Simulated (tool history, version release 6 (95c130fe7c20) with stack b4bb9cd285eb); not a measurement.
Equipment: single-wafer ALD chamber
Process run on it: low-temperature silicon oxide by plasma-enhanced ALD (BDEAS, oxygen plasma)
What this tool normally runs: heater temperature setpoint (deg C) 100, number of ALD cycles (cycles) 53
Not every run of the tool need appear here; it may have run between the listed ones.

run,hour,heater temperature setpoint (deg C),number of ALD cycles (cycles),wafers since the last listed run,hours since the last thermocouple change,hours since the gauge calibration,"read-back reference wafer on the same gauge, thickness_nm",mean film thickness on the monitor wafer (angstrom)
1,0.0,110,53,0,1891.2,256.9,9.448,78.62
2,11.6,100,51,52,1902.8,268.5,9.454,77.17
3,17.9,100,51,28,1909.1,274.8,9.464,77.15
4,34.8,100,58,77,1926.0,291.7,9.460,87.88
5,51.5,106,53,76,1942.7,308.4,9.473,79.50
6,61.8,106,53,46,1953.0,318.7,9.472,79.42
7,70.2,106,53,38,1961.4,327.1,9.473,78.94
8,86.6,107,57,74,1977.8,343.5,9.492,85.53
9,102.1,107,57,70,1993.3,359.0,9.498,85.78
10,120.1,100,53,82,2011.3,377.0,9.517,80.76
11,126.5,100,53,29,2017.7,383.4,9.505,80.56
12,141.4,100,53,67,2032.6,398.3,9.517,80.82
13,159.3,104,58,81,2050.5,416.2,9.538,87.50
# hour 172.6: gauge calibrated
14,174.4,104,58,68,2065.6,1.8,9.383,86.70
15,190.3,100,53,72,2081.5,17.7,9.371,79.69
16,205.8,88,57,70,2097.0,33.2,9.379,89.67
17,214.1,100,53,37,2105.3,41.5,9.376,79.54
18,229.9,90,46,72,2121.1,57.3,9.389,71.65
19,242.3,90,46,56,2133.5,69.7,9.369,72.08
20,260.1,111,43,81,2151.3,87.5,9.383,62.98
21,277.6,100,53,79,2168.8,105.0,9.384,79.69
22,289.3,100,62,53,2180.5,116.7,9.390,93.16
23,298.3,100,53,41,2189.5,125.7,9.393,79.89
24,311.6,106,46,60,2202.8,139.0,9.391,68.38
# hour 333.9: thermocouple changed; heater temperature recalibrated
25,343.1,93,45,107,9.2,170.5,9.403,69.74
26,359.3,100,59,73,25.4,186.7,9.403,88.68
27,370.5,104,59,51,36.6,197.9,9.413,88.21
28,409.5,106,58,177,75.6,236.9,9.416,86.00
29,424.0,107,57,66,90.1,251.4,9.421,84.53
30,440.2,93,53,73,106.3,267.6,9.438,82.43

Here are 5 independent what-if runs from the current tool condition. What would each one return?
A,440.7,100,53,2,106.8,268.1,?,?
B,440.7,111,60,2,106.8,268.1,?,?
C,440.7,109,58,2,106.8,268.1,?,?
D,440.7,91,45,2,106.8,268.1,?,?
E,440.7,89,43,2,106.8,268.1,?,?

run,"read-back reference wafer on the same gauge, thickness_nm",mean film thickness on the monitor wafer (angstrom)
A,9.426,79.78
B,9.426,88.28
C,9.426,85.69
D,9.426,70.25
E,9.426,67.66
The same runs, with their run-to-run variation unchanged, on a tool lacking any hidden condition would have given:
run,mean film thickness on the monitor wafer (angstrom)
A,79.27
B,87.70
C,85.14
D,69.80
E,67.22
